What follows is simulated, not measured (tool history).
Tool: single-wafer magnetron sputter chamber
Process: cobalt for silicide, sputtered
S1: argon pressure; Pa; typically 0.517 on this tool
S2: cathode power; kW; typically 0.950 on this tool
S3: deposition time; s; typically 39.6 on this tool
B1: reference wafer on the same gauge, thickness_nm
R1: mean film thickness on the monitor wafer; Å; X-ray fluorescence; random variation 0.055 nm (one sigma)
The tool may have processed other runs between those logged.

run 1 hour=0.0 | S1=0.517 S2=0.950 S3=39.6 | B1=16.922 | R1=186.41
run 2 hour=60.9 | S1=0.517 S2=0.800 S3=39.6 | B1=16.898 | R1=167.06
run 3 hour=112.0 | S1=0.517 S2=0.800 S3=39.6 | B1=16.900 | R1=167.32
run 4 hour=145.5 | S1=0.517 S2=0.950 S3=39.6 | B1=16.905 | R1=187.17
-- hour=155.9 sputter target and shields replaced
run 5 hour=210.2 | S1=0.517 S2=0.950 S3=39.6 | B1=16.899 | R1=186.80
run 6 hour=246.0 | S1=0.517 S2=0.950 S3=39.6 | B1=16.904 | R1=187.09
run 7 hour=289.9 | S1=0.517 S2=0.950 S3=34.6 | B1=16.901 | R1=163.45
run 8 hour=327.5 | S1=0.517 S2=0.950 S3=34.6 | B1=16.902 | R1=163.25
run 9 hour=351.8 | S1=0.677 S2=0.950 S3=39.6 | B1=16.907 | R1=172.32
-- hour=406.2 magnet pack replaced
run 10 hour=420.4 | S1=0.677 S2=0.950 S3=39.6 | B1=16.898 | R1=171.76
run 11 hour=450.9 | S1=0.517 S2=0.750 S3=39.6 | B1=16.894 | R1=160.68
run 12 hour=480.7 | S1=0.517 S2=0.950 S3=39.6 | B1=16.890 | R1=186.81
run 13 hour=533.9 | S1=0.724 S2=0.950 S3=39.6 | B1=16.903 | R1=168.48
-- hour=581.9 sputter target and shields replaced
run 14 hour=594.4 | S1=0.517 S2=0.950 S3=35.0 | B1=16.899 | R1=164.89
run 15 hour=655.2 | S1=0.517 S2=0.950 S3=39.6 | B1=16.890 | R1=187.26
-- hour=695.5 gauge calibrated
run 16 hour=712.8 | S1=0.450 S2=0.750 S3=44.0 | B1=16.913 | R1=184.13
run 17 hour=763.8 | S1=0.701 S2=1.050 S3=39.6 | B1=16.904 | R1=182.32
run 18 hour=866.4 | S1=0.517 S2=0.950 S3=39.6 | B1=16.898 | R1=187.56
run 19 hour=890.4 | S1=0.517 S2=0.950 S3=39.6 | B1=16.894 | R1=186.68
run 20 hour=926.5 | S1=0.677 S2=0.950 S3=39.6 | B1=16.897 | R1=172.34
-- hour=936.6 capacitance manometer re-zeroed and calibrated
run 21 hour=957.7 | S1=0.705 S2=1.050 S3=47.2 | B1=16.892 | R1=216.26
run 22 hour=1012.6 | S1=0.517 S2=1.000 S3=39.6 | B1=16.901 | R1=193.01
-- hour=1028.1 sputter target and shields replaced
run 23 hour=1049.0 | S1=0.517 S2=0.950 S3=39.6 | B1=16.903 | R1=186.78
run 24 hour=1079.3 | S1=0.517 S2=0.950 S3=39.6 | B1=16.903 | R1=186.60

For run 25, what comes out?
run 25 hour=1106.1 | S1=0.517 S2=0.950 S3=39.6 | B1=? | R1=?

Run 25 came out at B1 16.888, R1 186.85 Å.
Take away the tool's hidden state, keep the run-to-run variation as it was, and the same run would have given R1 186.85 Å.
